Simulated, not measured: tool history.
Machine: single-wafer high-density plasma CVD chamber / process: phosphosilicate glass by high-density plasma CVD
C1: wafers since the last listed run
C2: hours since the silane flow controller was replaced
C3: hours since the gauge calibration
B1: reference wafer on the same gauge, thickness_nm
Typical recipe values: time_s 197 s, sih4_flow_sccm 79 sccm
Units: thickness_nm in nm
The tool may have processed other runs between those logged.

Run 1, day 0.000: usual settings; C1 0; C2 4219.6; C3 142.6; B1 1391.271. Result: thickness_nm 1456.833 nm.
Run 2, day 3.000: usual settings; C1 433; C2 4291.6; C3 214.6; B1 1390.412. Result: thickness_nm 1451.004 nm.
Run 3, day 4.050: usual settings; C1 151; C2 4316.8; C3 239.8; B1 1389.847. Result: thickness_nm 1455.159 nm.
Run 4, day 6.492: usual settings; C1 352; C2 4375.4; C3 298.4; B1 1390.734. Result: thickness_nm 1454.715 nm.
Run 5, day 8.292: usual settings but sih4_flow_sccm 67 sccm; C1 260; C2 4418.6; C3 341.6; B1 1389.900. Result: thickness_nm 1341.206 nm.
Run 6, day 9.775: usual settings but sih4_flow_sccm 67 sccm; C1 214; C2 4454.2; C3 377.2; B1 1390.032. Result: thickness_nm 1341.134 nm.
At day 11.133: silane flow controller replaced.
Run 7, day 12.625: usual settings but time_s 217 s, sih4_flow_sccm 74 sccm; C1 363; C2 35.8; C3 445.6; B1 1391.739. Result: thickness_nm 1551.664 nm.
Run 8, day 14.146: usual settings but time_s 217 s, sih4_flow_sccm 74 sccm; C1 219; C2 72.3; C3 482.1; B1 1391.289. Result: thickness_nm 1552.176 nm.
Run 9, day 16.558: usual settings but time_s 232 s; C1 348; C2 130.2; C3 540.0; B1 1389.184. Result: thickness_nm 1704.391 nm.
At day 16.942: gauge calibrated.
Run 10, day 17.646: usual settings; C1 157; C2 156.3; C3 16.9; B1 1390.391. Result: thickness_nm 1457.405 nm.
Run 11, day 19.758: usual settings but time_s 222 s, sih4_flow_sccm 68 sccm; C1 305; C2 207.0; C3 67.6; B1 1388.690. Result: thickness_nm 1526.510 nm.
Run 12, day 21.921: usual settings; C1 312; C2 258.9; C3 119.5; B1 1389.008. Result: thickness_nm 1447.034 nm.
Run 13, day 24.204: usual settings but time_s 213 s, sih4_flow_sccm 84 sccm; C1 329; C2 313.7; C3 174.3; B1 1389.989. Result: thickness_nm 1622.484 nm.
Run 14, day 25.333: usual settings but time_s 186 s, sih4_flow_sccm 69 sccm; C1 163; C2 340.8; C3 201.4; B1 1389.365. Result: thickness_nm 1283.007 nm.
Run 15, day 26.692: usual settings but time_s 219 s; C1 196; C2 373.4; C3 234.0; B1 1390.128. Result: thickness_nm 1614.522 nm.
Run 16, day 27.700: usual settings; C1 145; C2 397.6; C3 258.2; B1 1390.745. Result: thickness_nm 1452.558 nm.
Run 17, day 29.721: usual settings but time_s 186 s, sih4_flow_sccm 70 sccm; C1 292; C2 446.1; C3 306.7; B1 1390.463. Result: thickness_nm 1288.133 nm.

Alternative continuations, all from the tool just after run 17; predict every row:
Run A, day 29.742: usual settings; C1 3; C2 446.6; C3 307.2; B1 ?. Result: thickness_nm ?.
Run B, day 29.742: usual settings but time_s 216 s, sih4_flow_sccm 91 sccm; C1 3; C2 446.6; C3 307.2; B1 ?. Result: thickness_nm ?.
Run C, day 29.742: usual settings but time_s 185 s, sih4_flow_sccm 93 sccm; C1 3; C2 446.6; C3 307.2; B1 ?. Result: thickness_nm ?.

run        B1  thickness_nm
  A  1390.985      1457.684
  B  1390.985      1719.661
  C  1390.985      1490.185
With the hidden condition removed and each run's random variation left untouched, the same runs would have given:
run  thickness_nm
  A      1457.684
  B      1719.661
  C      1490.185

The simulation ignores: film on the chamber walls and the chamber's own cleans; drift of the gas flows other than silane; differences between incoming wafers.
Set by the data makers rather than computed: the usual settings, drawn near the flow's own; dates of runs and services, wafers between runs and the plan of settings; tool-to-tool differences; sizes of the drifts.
